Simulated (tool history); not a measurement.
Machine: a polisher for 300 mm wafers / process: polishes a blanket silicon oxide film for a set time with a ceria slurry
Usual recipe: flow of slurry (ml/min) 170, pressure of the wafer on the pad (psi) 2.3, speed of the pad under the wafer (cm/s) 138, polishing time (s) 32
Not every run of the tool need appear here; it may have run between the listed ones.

run   hour  flow of slurry (ml/min)  pressure of the wafer on the pad (psi)  speed of the pad under the wafer (cm/s)  polishing time (s)  wafers since the last listed run  wafers polished on this pad  hours since the slurry nozzle was cleaned  hours since the head pressure was calibrated  incoming thickness of the incoming film, nm  film removed (angstrom)
  1      0                      170                                     2.3                                      138                  32                                 0                          160                                      485.4                                         757.7                                       1080.5                     1463
  2   12.3                      170                                     2.3                                      138                  32                               102                          263                                      497.7                                           770                                       1102.1                     1453
  3   24.1                      170                                     2.3                                      138                  32                                98                          362                                      509.5                                         781.8                                       1076.4                     1471
  4   37.5                      170                                     1.7                                      176                  32                               111                          474                                      522.9                                         795.2                                       1066.5                     1505
  5     54                      170                                     1.7                                      176                  32                               137                          612                                      539.4                                         811.7                                         1094                     1460
  6   62.9                      170                                     1.7                                      176                  32                                74                          686                                      548.3                                         820.6                                       1088.1                     1441
  7   71.6                      140                                     2.3                                      138                  32                                72                          759                                        557                                         829.3                                       1088.2                     1323
  8   80.2                      170                                     2.3                                      138                  32                                71                          831                                      565.6                                         837.9                                       1093.5                     1333
      96.1  -- worn pad replaced by a new one
  9   96.6                      170                                     2.3                                      138                  32                               103                            3                                        582                                         854.3                                       1066.9                     1456
 10  103.2                      170                                     2.3                                      138                  32                                55                           59                                      588.6                                         860.9                                       1096.1                     1447
 11  114.9                      195                                     2.3                                      154                  32                                97                          156                                      600.3                                         872.6                                       1086.4                     1646
 12  131.8                      195                                     2.3                                      154                  32                               141                          298                                      617.2                                         889.5                                       1086.1                     1650
     139.8  -- head pressure recalibrated
 13  146.1                      170                                     2.3                                      138                  32                               102                          400                                      631.5                                           6.3                                       1079.1                     1416
 14  156.2                      170                                     2.3                                      138                  32                                84                          485                                      641.6                                          16.4                                       1068.6                     1423
       193  -- worn pad replaced by a new one
 15  198.4                      170                                     2.3                                      138                  32                               319                           44                                      683.8                                          58.6                                       1068.2                     1465
 16  211.1                      170                                     2.3                                      138                  32                               106                          150                                      696.5                                          71.3                                       1085.5                     1474
 17  236.1                      170                                     1.7                                      138                  32                               208                          359                                      721.5                                          96.3                                       1069.5                     1197
 18  250.6                      170                                     1.7                                      138                  32                               121                          481                                        736                                         110.8                                       1085.9                     1182
 19  265.7                      170                                     1.7                                       98                  41                               126                          607                                      751.1                                         125.9                                       1096.6                     1048
 20  287.6                      170                                     1.7                                      176                  32                               182                          790                                        773                                         147.8                                       1070.6                     1391
     293.2  -- worn pad replaced by a new one
 21  295.7                      200                                       3                                      138                  38                                34                           21                                      781.1                                         155.9                                       1098.1                     2152
 22  303.8                      230                                     2.3                                      172                  41                                67                           88                                      789.2                                           164                                       1080.3                     2415
 23  312.6                      170                                     2.3                                      170                  32                                73                          162                                        798                                         172.8                                       1081.3                     1788
       319  -- slurry nozzle cleaned
 24  324.5                      170                                     2.3                                      170                  32                                91                          253                                        5.5                                         184.7                                       1094.9                     1806
 25  340.2                      170                                     2.3                                      138                  32                               131                          384                                       21.2                                         200.4                                       1062.9                     1450
 26  349.3                      215                                       2                                      158                  38                                76                          460                                       30.3                                         209.5                                       1078.7                     1776
 27  357.1                      170                                     2.3                                      138                  32                                65                          525                                       38.1                                         217.3                                       1069.3                     1439
 28    370                      170                                     2.3                                      154                  32                               107                          633                                         51                                         230.2                                       1093.7                     1541
     389.4  -- worn pad replaced by a new one
 29  389.9                      130                                     2.3                                      156                  32                               132                            4                                       70.9                                         250.1                                       1079.7                     1575
 30    404                      205                                     2.3                                      138                  32                               117                          121                                         85                                         264.2                                       1084.5                     1477
 31  418.4                      170                                     2.3                                      154                  32                               120                          242                                       99.4                                         278.6                                         1082                     1606
 32    428                      135                                     2.8                                      124                  41                                80                          322                                        109                                         288.2                                       1097.3                     1818
 33  434.2                      170                                     2.3                                      138                  32                                51                          374                                      115.2                                         294.4                                       1081.2                     1436
 34  442.1                      170                                     2.3                                      138                  32                                66                          440                                      123.1                                         302.3                                       1084.1                     1402
 35    453                      170                                     1.6                                      170                  37                                91                          531                                        134                                         313.2                                       1071.4                     1548
 36  469.4                      130                                     2.7                                      162                  41                               137                          668                                      150.4                                         329.6                                         1082                     2214
 37  483.1                      135                                       3                                      174                  32                               114                          782                                      164.1                                         343.3                                       1097.8                     1945
     490.7  -- worn pad replaced by a new one
 38  496.5                      170                                     2.3                                      138                  32                                78                           48                                      177.5                                         356.7                                       1104.1                     1464

Consider 3 possible next runs. They are alternatives, not a sequence: every one starts from the tool as it was left by run 38. What does each give?
  A  496.9                      170                                     2.3                                      138                  32                                 3                           51                                      177.9                                         357.1                                       1076.9                        ?
  B  496.9                      170                                     2.5                                      138                  32                                 3                           51                                      177.9                                         357.1                                       1076.9                        ?
  C  496.9                      155                                     2.3                                      126                  22                                 3                           51                                      177.9                                         357.1                                       1076.9                        ?

run  film removed (angstrom)
  A                     1450
  B                     1536
  C                      902
Stripped of hidden state, with their random variation kept, the same runs would have yielded:
run  film removed (angstrom)
  A                     1482
  B                     1570
  C                      922

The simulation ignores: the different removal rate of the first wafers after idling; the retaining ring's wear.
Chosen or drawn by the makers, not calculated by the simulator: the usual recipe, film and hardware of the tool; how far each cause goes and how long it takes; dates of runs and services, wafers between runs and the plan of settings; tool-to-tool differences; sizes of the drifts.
